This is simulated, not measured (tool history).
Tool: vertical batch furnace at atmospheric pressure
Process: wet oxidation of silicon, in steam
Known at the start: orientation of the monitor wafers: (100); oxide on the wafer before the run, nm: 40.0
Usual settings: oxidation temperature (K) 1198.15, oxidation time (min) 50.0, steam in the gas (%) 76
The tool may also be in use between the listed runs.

run	hour	oxidation temperature (K)	oxidation time (min)	steam in the gas (%)	wafers since the last listed run	hours since the last temperature calibration	hours since the steam generator was serviced	hours since the gauge calibration	read-back reference wafer on the same gauge, thickness	oxide thickness on the monitor wafer (angstrom)
1	0.0	1198.15	50.0	76	0	2023.3	2961.6	776.6	174.03	1670.7
2	29.9	1198.15	50.0	76	566	2053.2	2991.5	806.5	173.92	1661.8
3	57.6	1198.15	50.0	76	524	2080.9	3019.2	834.2	173.72	1651.6
4	81.9	1198.15	50.0	76	460	2105.2	3043.5	858.5	174.32	1656.4
5	109.2	1198.15	50.0	76	517	2132.5	3070.8	885.8	174.10	1657.8
6	137.8	1198.15	50.0	76	542	2161.1	3099.4	914.4	174.02	1656.1
7	150.4	1198.15	50.0	76	238	2173.7	3112.0	927.0	173.83	1650.4
8	183.3	1198.15	50.0	76	623	2206.6	3144.9	959.9	173.94	1651.8
9	209.8	1198.15	50.0	76	502	2233.1	3171.4	986.4	173.70	1649.1
10	232.9	1198.15	50.0	76	437	2256.2	3194.5	1009.5	173.97	1645.0
11	245.6	1198.15	31.5	76	240	2268.9	3207.2	1022.2	173.68	1224.1
12	273.9	1198.15	50.0	76	536	2297.2	3235.5	1050.5	173.75	1655.6
13	309.7	1198.15	50.0	76	678	2333.0	3271.3	1086.3	173.98	1649.9
14	330.6	1177.15	50.0	83	396	2353.9	3292.2	1107.2	173.73	1440.5
# hour 357.7: thermocouples replaced and temperature profile calibrated
15	358.2	1198.15	50.0	76	68	0.5	3319.8	1134.8	173.95	1651.6
16	363.6	1198.15	50.0	76	102	5.9	3325.2	1140.2	173.98	1647.5
17	390.1	1198.15	50.0	76	502	32.4	3351.7	1166.7	174.23	1644.0
18	422.1	1198.15	40.0	69	606	64.4	3383.7	1198.7	173.97	1317.7
19	447.1	1187.15	67.0	65	473	89.4	3408.7	1223.7	174.03	1630.4
20	478.0	1198.15	32.0	83	585	120.3	3439.6	1254.6	174.22	1293.1
21	495.6	1188.15	32.0	69	333	137.9	3457.2	1272.2	174.16	1060.9
22	515.0	1198.15	50.0	76	367	157.3	3476.6	1291.6	173.79	1635.7
# hour 553.7: steam generator serviced
23	554.2	1174.15	71.0	69	288	196.5	0.5	1330.8	174.07	1660.1
24	559.0	1214.15	73.5	84	90	201.3	5.3	1335.6	174.03	2821.9
# hour 568.8: gauge calibrated
25	571.5	1180.15	50.0	86	236	213.8	17.8	2.7	173.99	1616.8
26	590.3	1215.15	37.0	67	356	232.6	36.6	21.5	174.05	1520.1
27	617.6	1205.15	38.0	68	517	259.9	63.9	48.8	173.86	1437.5
28	649.4	1175.15	50.0	76	602	291.7	95.7	80.6	173.89	1407.2
29	680.5	1178.15	29.5	86	589	322.8	126.8	111.7	174.16	1128.2
30	695.0	1221.15	60.5	80	274	337.3	141.3	126.2	174.04	2532.3
31	709.4	1190.15	29.0	87	272	351.7	155.7	140.6	174.04	1249.1
32	729.6	1198.15	50.0	84	382	371.9	175.9	160.8	174.09	1870.3
33	758.3	1198.15	50.0	76	543	400.6	204.6	189.5	173.87	1767.3
34	779.0	1174.15	71.0	69	392	421.3	225.3	210.2	174.02	1667.5
35	793.0	1175.15	58.5	84	265	435.3	239.3	224.2	174.02	1675.5
36	816.4	1187.15	29.5	80	443	458.7	262.7	247.6	174.37	1161.2
37	845.0	1175.15	50.0	81	542	487.3	291.3	276.2	174.04	1465.0
38	872.9	1198.15	50.0	76	528	515.2	319.2	304.1	174.08	1750.3

Hidden state or all else? Some run-to-run changes of oxide thickness on the monitor wafer (angstrom), split into what the settings, what came in and random variation would give without the hidden state, and what is left for the hidden state (with any gauge scatter that isn't in both results):
The hidden state here: true tube temperature minus thermocouple reading, K; steam share off its setpoint, % of the setpoint; gauge reads high (%).
Run 11 -> 12: oxidation time (min) 31.5 -> 50.0. oxide thickness on the monitor wafer (angstrom) +431.5: hidden state -34.5, all else +466.0.
Run 21 -> 22: oxidation temperature (K) 1188.15 -> 1198.15, oxidation time (min) 32.0 -> 50.0, steam in the gas (%) 69 -> 76. oxide thickness on the monitor wafer (angstrom) +574.8: hidden state -51.4, all else +626.2.
Run 22 -> 23: oxidation temperature (K) 1198.15 -> 1174.15, oxidation time (min) 50.0 -> 71.0, steam in the gas (%) 76 -> 69, steam generator serviced. oxide thickness on the monitor wafer (angstrom) +24.4: hidden state +113.0, all else -88.6.
Run 24 -> 25: oxidation temperature (K) 1214.15 -> 1180.15, oxidation time (min) 73.5 -> 50.0, steam in the gas (%) 84 -> 86, gauge calibrated. oxide thickness on the monitor wafer (angstrom) -1205.1: hidden state +2.6, all else -1207.7.
Run 29 -> 30: oxidation temperature (K) 1178.15 -> 1221.15, oxidation time (min) 29.5 -> 60.5, steam in the gas (%) 86 -> 80. oxide thickness on the monitor wafer (angstrom) +1404.1: hidden state -3.3, all else +1407.4.
Run 30 -> 31: oxidation temperature (K) 1221.15 -> 1190.15, oxidation time (min) 60.5 -> 29.0, steam in the gas (%) 80 -> 87. oxide thickness on the monitor wafer (angstrom) -1283.2: hidden state +2.9, all else -1286.1.
